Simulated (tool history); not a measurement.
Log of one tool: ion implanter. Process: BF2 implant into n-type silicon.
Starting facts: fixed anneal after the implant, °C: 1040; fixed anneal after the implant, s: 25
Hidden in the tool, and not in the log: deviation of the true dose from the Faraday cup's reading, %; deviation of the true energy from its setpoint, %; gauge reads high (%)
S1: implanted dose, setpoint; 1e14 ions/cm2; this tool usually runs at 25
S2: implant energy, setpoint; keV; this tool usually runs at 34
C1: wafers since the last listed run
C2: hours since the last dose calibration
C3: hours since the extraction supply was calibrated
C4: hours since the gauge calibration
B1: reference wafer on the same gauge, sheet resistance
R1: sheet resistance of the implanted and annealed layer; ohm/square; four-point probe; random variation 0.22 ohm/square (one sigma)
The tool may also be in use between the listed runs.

Run 1, hour 0: usual settings; C1 0; C2 374.6; C3 1292.9; C4 380.2; B1 87.66. Result: R1 96.17 ohm/square.
Run 2, hour 54.8: usual settings but S2 40 keV; C1 1649; C2 429.4; C3 1347.7; C4 435; B1 87.56. Result: R1 90.32 ohm/square.
Run 3, hour 117.3: usual settings; C1 1880; C2 491.9; C3 1410.2; C4 497.5; B1 87.57. Result: R1 96.28 ohm/square.
Run 4, hour 156.3: usual settings; C1 1173; C2 530.9; C3 1449.2; C4 536.5; B1 87.6. Result: R1 96.71 ohm/square.
Run 5, hour 223.7: usual settings; C1 2028; C2 598.3; C3 1516.6; C4 603.9; B1 87.54. Result: R1 96.84 ohm/square.
Run 6, hour 280.4: usual settings but S1 19.71 1e14 ions/cm2; C1 1706; C2 655; C3 1573.3; C4 660.6; B1 87.59. Result: R1 100.45 ohm/square.
Run 7, hour 321.4: usual settings but S1 19.71 1e14 ions/cm2; C1 1233; C2 696; C3 1614.3; C4 701.6; B1 87.58. Result: R1 100.64 ohm/square.
Run 8, hour 377.7: usual settings but S1 21.23 1e14 ions/cm2, S2 40.5 keV; C1 1694; C2 752.3; C3 1670.6; C4 757.9; B1 87.71. Result: R1 92.29 ohm/square.
Run 9, hour 415.5: usual settings but S1 21.23 1e14 ions/cm2, S2 40.5 keV; C1 1137; C2 790.1; C3 1708.4; C4 795.7; B1 87.7. Result: R1 92.56 ohm/square.
Run 10, hour 505.1: usual settings; C1 2696; C2 879.7; C3 1798; C4 885.3; B1 87.54. Result: R1 96.28 ohm/square.
Run 11, hour 546.2: usual settings; C1 1236; C2 920.8; C3 1839.1; C4 926.4; B1 87.69. Result: R1 96.95 ohm/square.
Run 12, hour 612.8: usual settings but S1 30.63 1e14 ions/cm2, S2 25 keV; C1 2004; C2 987.4; C3 1905.7; C4 993; B1 87.61. Result: R1 106.53 ohm/square.
Run 13, hour 666.1: usual settings; C1 1604; C2 1040.7; C3 1959; C4 1046.3; B1 87.58. Result: R1 96.74 ohm/square.
Run 14, hour 747.4: usual settings but S1 31.35 1e14 ions/cm2, S2 28.5 keV; C1 2446; C2 1122; C3 2040.3; C4 1127.6; B1 87.63. Result: R1 101.65 ohm/square.
At hour 766.4: extraction supply calibrated.
Run 15, hour 805.1: usual settings but S1 21.18 1e14 ions/cm2; C1 1495; C2 1179.7; C3 38.7; C4 1185.3; B1 87.59. Result: R1 98.2 ohm/square.
At hour 837.3: gauge calibrated.
At hour 850.8: Faraday cup replaced and dose calibrated.
Run 16, hour 882.8: usual settings but S1 20.49 1e14 ions/cm2, S2 43 keV; C1 2097; C2 32; C3 116.4; C4 45.5; B1 87.6. Result: R1 90.5 ohm/square.
Run 17, hour 979.9: usual settings; C1 2922; C2 129.1; C3 213.5; C4 142.6; B1 87.61. Result: R1 96.26 ohm/square.
Run 18, hour 1055.8: usual settings; C1 2284; C2 205; C3 289.4; C4 218.5; B1 87.62. Result: R1 96.17 ohm/square.
Run 19, hour 1145.3: usual settings but S2 24.5 keV; C1 2693; C2 294.5; C3 378.9; C4 308; B1 87.5. Result: R1 108.81 ohm/square.
Run 20, hour 1226.9: usual settings; C1 2455; C2 376.1; C3 460.5; C4 389.6; B1 87.53. Result: R1 96.43 ohm/square.
Run 21, hour 1290.3: usual settings but S1 29.13 1e14 ions/cm2, S2 41.5 keV; C1 1908; C2 439.5; C3 523.9; C4 453; B1 87.58. Result: R1 86.66 ohm/square.
Run 22, hour 1392.9: usual settings but S1 18.58 1e14 ions/cm2, S2 41.5 keV; C1 3087; C2 542.1; C3 626.5; C4 555.6; B1 87.63. Result: R1 94.35 ohm/square.
Run 23, hour 1492: usual settings but S1 17.66 1e14 ions/cm2, S2 45.5 keV; C1 2982; C2 641.2; C3 725.6; C4 654.7; B1 87.64. Result: R1 93.13 ohm/square.

4 ways to go on from here, each from the tool as it stands after run 23. What would each give?
Run A, hour 1492.4: usual settings; C1 12; C2 641.6; C3 726; C4 655.1; B1 ?. Result: R1 ?.
Run B, hour 1492.4: usual settings but S1 22.38 1e14 ions/cm2, S2 28 keV; C1 12; C2 641.6; C3 726; C4 655.1; B1 ?. Result: R1 ?.
Run C, hour 1492.4: usual settings but S1 20.64 1e14 ions/cm2, S2 28 keV; C1 12; C2 641.6; C3 726; C4 655.1; B1 ?. Result: R1 ?.
Run D, hour 1492.4: usual settings but S1 28.45 1e14 ions/cm2, S2 45 keV; C1 12; C2 641.6; C3 726; C4 655.1; B1 ?. Result: R1 ?.

run     B1      R1
  A  87.58   96.55
  B  87.58  105.47
  C  87.58   106.8
  D  87.58   83.95
Take away the tool's hidden state, keep each run's random variation, and the runs would have read:
run      R1
  A   95.87
  B  104.81
  C  106.14
  D   83.25

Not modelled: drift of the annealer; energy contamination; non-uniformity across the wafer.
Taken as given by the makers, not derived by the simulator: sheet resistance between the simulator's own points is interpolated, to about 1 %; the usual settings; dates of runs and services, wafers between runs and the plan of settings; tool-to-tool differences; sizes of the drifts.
